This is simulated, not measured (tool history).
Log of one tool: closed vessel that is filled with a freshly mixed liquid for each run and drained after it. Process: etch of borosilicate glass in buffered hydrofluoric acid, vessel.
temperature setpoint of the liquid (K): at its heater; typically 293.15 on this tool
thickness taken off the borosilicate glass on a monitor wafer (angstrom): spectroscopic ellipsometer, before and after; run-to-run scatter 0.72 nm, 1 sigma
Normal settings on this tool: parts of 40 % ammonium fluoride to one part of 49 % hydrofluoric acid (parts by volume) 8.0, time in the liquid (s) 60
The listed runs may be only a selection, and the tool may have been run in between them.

run	hour	temperature setpoint of the liquid (K)	parts of 40 % ammonium fluoride to one part of 49 % hydrofluoric acid (parts by volume)	time in the liquid (s)	read-back film thickness of the borosilicate glass reference wafer, read on the same gauge (nm)	thickness taken off the borosilicate glass on a monitor wafer (angstrom)
1	0.0	293.15	8.0	60	150.00	729.6
2	25.9	293.15	8.0	60	149.98	731.1
3	45.0	293.15	8.0	60	149.98	731.0
4	58.2	293.15	8.0	60	150.01	731.1
5	83.6	293.15	8.0	60	150.00	737.7
6	103.1	293.15	8.0	60	150.03	719.2
7	123.7	290.15	8.0	60	149.98	607.6
8	141.5	290.15	8.0	60	150.01	611.9
9	171.9	290.15	8.0	60	149.99	630.6
10	204.0	293.15	8.0	60	150.00	737.9
11	224.2	293.15	8.0	60	150.05	721.1
12	239.7	293.15	8.0	60	149.97	737.8
13	252.6	293.15	8.0	60	150.03	722.6
14	280.6	297.15	6.0	50	150.05	999.9
# hour 286.1: gauge calibrated
# hour 294.4: thermometer replaced
15	316.3	293.15	8.0	95	149.97	1361.3
16	357.0	290.15	10.5	80	149.96	715.2
17	381.5	295.15	8.0	45	150.04	702.4
18	414.7	291.15	8.0	80	149.98	1013.4
19	445.0	290.65	8.0	60	149.95	733.7
# hour 462.6: hydrofluoric acid flow meter replaced
20	464.1	296.65	6.5	90	149.96	1704.3
21	497.9	290.15	8.0	60	150.00	635.9
22	514.5	297.15	6.0	30	150.00	611.9
23	537.8	295.65	10.0	45	149.98	529.1
24	561.0	293.15	8.0	85	150.00	1059.2
25	596.1	290.15	5.5	80	150.01	1204.1
26	625.5	296.65	6.5	90	149.99	1673.6

Consider 3 possible next runs. They are alternatives, not a sequence: every one starts from the tool as it was left by run 26. What does each give?
A	626.2	293.15	6.0	60	?	?
B	626.2	293.15	8.0	45	?	?
C	626.2	291.15	5.5	75	?	?

run	read-back film thickness of the borosilicate glass reference wafer, read on the same gauge (nm)	thickness taken off the borosilicate glass on a monitor wafer (angstrom)
A	150.01	991.9
B	150.01	561.5
C	150.01	1201.8
The same runs, with their run-to-run variation unchanged, on a tool lacking any hidden condition would have given:
run	thickness taken off the borosilicate glass on a monitor wafer (angstrom)
A	999.9
B	563.0
C	1211.4
